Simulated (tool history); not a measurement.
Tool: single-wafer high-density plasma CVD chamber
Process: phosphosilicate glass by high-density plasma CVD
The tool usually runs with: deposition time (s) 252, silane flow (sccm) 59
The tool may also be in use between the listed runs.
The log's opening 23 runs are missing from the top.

run,hour,deposition time (s),silane flow (sccm),"read-back reference wafer on the same gauge, thickness_nm",mean film thickness on the monitor wafer (nm)
24,266.3,252,59,1779.58,1605.095
25,275.1,210,49,1779.735,1181.877
26,281.9,288,51,1779.68,1662.42
27,299.9,281,49,1779.489,1587.178
28,307,285,54,1780.453,1704.465
29,321.7,275,52,1780.692,1602.098
30,333.9,225,63,1780.292,1490.655
31,348.3,213,71,1779.944,1537.765

4 ways to go on from here, each from the tool as it stands after run 31. What would each give?
A,348.8,220,59,?,?
B,348.8,220,69,?,?
C,348.8,252,48,?,?
D,348.8,296,49,?,?

run,"read-back reference wafer on the same gauge, thickness_nm",mean film thickness on the monitor wafer (nm)
A,1779.723,1394.138
B,1779.723,1553.831
C,1779.723,1395.708
D,1779.723,1660.889
With the hidden condition removed and each run's random variation left untouched, the same runs would have given:
run,mean film thickness on the monitor wafer (nm)
A,1414.785
B,1576.844
C,1416.379
D,1685.487
